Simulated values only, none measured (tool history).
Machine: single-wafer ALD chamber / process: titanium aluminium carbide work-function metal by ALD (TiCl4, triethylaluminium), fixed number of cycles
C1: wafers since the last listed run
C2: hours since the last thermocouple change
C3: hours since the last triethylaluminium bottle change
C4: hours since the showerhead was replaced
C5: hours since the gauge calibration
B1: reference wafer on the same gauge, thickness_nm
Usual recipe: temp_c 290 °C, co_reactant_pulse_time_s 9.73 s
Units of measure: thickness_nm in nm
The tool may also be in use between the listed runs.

run 1 hour=0.0 | temp_c=290 co_reactant_pulse_time_s=9.73 | C1=0 C2=2089.4 C3=1027.0 C4=2268.5 C5=733.9 | B1=1.848 | thickness_nm=1.963
run 2 hour=102.2 | temp_c=290 co_reactant_pulse_time_s=9.73 | C1=1699 C2=2191.6 C3=1129.2 C4=2370.7 C5=836.1 | B1=1.851 | thickness_nm=1.975
run 3 hour=166.1 | temp_c=290 co_reactant_pulse_time_s=9.73 | C1=1062 C2=2255.5 C3=1193.1 C4=2434.6 C5=900.0 | B1=1.853 | thickness_nm=1.992
run 4 hour=425.7 | temp_c=290 co_reactant_pulse_time_s=9.73 | C1=4316 C2=2515.1 C3=1452.7 C4=2694.2 C5=1159.6 | B1=1.862 | thickness_nm=1.978
run 5 hour=482.8 | temp_c=290 co_reactant_pulse_time_s=9.73 | C1=949 C2=2572.2 C3=1509.8 C4=2751.3 C5=1216.7 | B1=1.866 | thickness_nm=1.994
run 6 hour=565.6 | temp_c=283 co_reactant_pulse_time_s=9.73 | C1=1376 C2=2655.0 C3=1592.6 C4=2834.1 C5=1299.5 | B1=1.870 | thickness_nm=1.925
run 7 hour=670.2 | temp_c=283 co_reactant_pulse_time_s=9.73 | C1=1739 C2=2759.6 C3=1697.2 C4=2938.7 C5=1404.1 | B1=1.873 | thickness_nm=1.924
run 8 hour=725.6 | temp_c=283 co_reactant_pulse_time_s=9.73 | C1=921 C2=2815.0 C3=1752.6 C4=2994.1 C5=1459.5 | B1=1.876 | thickness_nm=1.941
run 9 hour=780.4 | temp_c=290 co_reactant_pulse_time_s=9.73 | C1=911 C2=2869.8 C3=1807.4 C4=3048.9 C5=1514.3 | B1=1.879 | thickness_nm=1.984
-- hour=799.2 triethylaluminium bottle replaced
run 10 hour=879.2 | temp_c=290 co_reactant_pulse_time_s=7.99 | C1=1509 C2=2968.6 C3=80.0 C4=3147.7 C5=1613.1 | B1=1.884 | thickness_nm=1.921
-- hour=1031.1 thermocouple changed; heater temperature recalibrated
-- hour=1195.9 showerhead replaced
run 11 hour=1199.6 | temp_c=290 co_reactant_pulse_time_s=11.63 | C1=5061 C2=168.5 C3=400.4 C4=3.7 C5=1933.5 | B1=1.897 | thickness_nm=2.049
-- hour=1209.7 gauge calibrated
run 12 hour=1256.9 | temp_c=290 co_reactant_pulse_time_s=9.73 | C1=952 C2=225.8 C3=457.7 C4=61.0 C5=47.2 | B1=1.818 | thickness_nm=1.911
run 13 hour=1352.1 | temp_c=281 co_reactant_pulse_time_s=6.61 | C1=1582 C2=321.0 C3=552.9 C4=156.2 C5=142.4 | B1=1.823 | thickness_nm=1.704
run 14 hour=1415.6 | temp_c=304 co_reactant_pulse_time_s=12.93 | C1=1055 C2=384.5 C3=616.4 C4=219.7 C5=205.9 | B1=1.825 | thickness_nm=2.103
run 15 hour=1456.2 | temp_c=290 co_reactant_pulse_time_s=9.73 | C1=675 C2=425.1 C3=657.0 C4=260.3 C5=246.5 | B1=1.828 | thickness_nm=1.947
run 16 hour=1504.6 | temp_c=275 co_reactant_pulse_time_s=11.73 | C1=804 C2=473.5 C3=705.4 C4=308.7 C5=294.9 | B1=1.828 | thickness_nm=1.839
run 17 hour=1607.4 | temp_c=298 co_reactant_pulse_time_s=8.67 | C1=1709 C2=576.3 C3=808.2 C4=411.5 C5=397.7 | B1=1.834 | thickness_nm=1.968
run 18 hour=1701.6 | temp_c=297 co_reactant_pulse_time_s=13.49 | C1=1566 C2=670.5 C3=902.4 C4=505.7 C5=491.9 | B1=1.837 | thickness_nm=2.064
run 19 hour=1783.1 | temp_c=294 co_reactant_pulse_time_s=6.50 | C1=1355 C2=752.0 C3=983.9 C4=587.2 C5=573.4 | B1=1.841 | thickness_nm=1.810
run 20 hour=1820.3 | temp_c=290 co_reactant_pulse_time_s=9.73 | C1=618 C2=789.2 C3=1021.1 C4=624.4 C5=610.6 | B1=1.844 | thickness_nm=1.962
run 21 hour=1867.6 | temp_c=290 co_reactant_pulse_time_s=9.73 | C1=786 C2=836.5 C3=1068.4 C4=671.7 C5=657.9 | B1=1.845 | thickness_nm=1.966

For each entry between runs, how does the tool's hidden state at the last listed run before it compare with that at the first listed run after it?
Runs 9 to 10: triethylaluminium bottle replaced (hour 799.2)
  gauge reads high (%): 3.81 -> 4.04
  what was measured, less what the result would be without the hidden state, thickness_nm: +0.073 -> +0.075 nm
Runs 10 to 11: thermocouple changed; heater temperature recalibrated (hour 1031.1); showerhead replaced (hour 1195.9)
  gauge reads high (%): 4.04 -> 4.78
  what was measured, less what the result would be without the hidden state, thickness_nm: +0.075 -> +0.093 nm
Runs 11 to 12: gauge calibrated (hour 1209.7)
  gauge reads high (%): 4.78 -> 0.502
  what was measured, less what the result would be without the hidden state, thickness_nm: +0.093 -> +0.009 nm
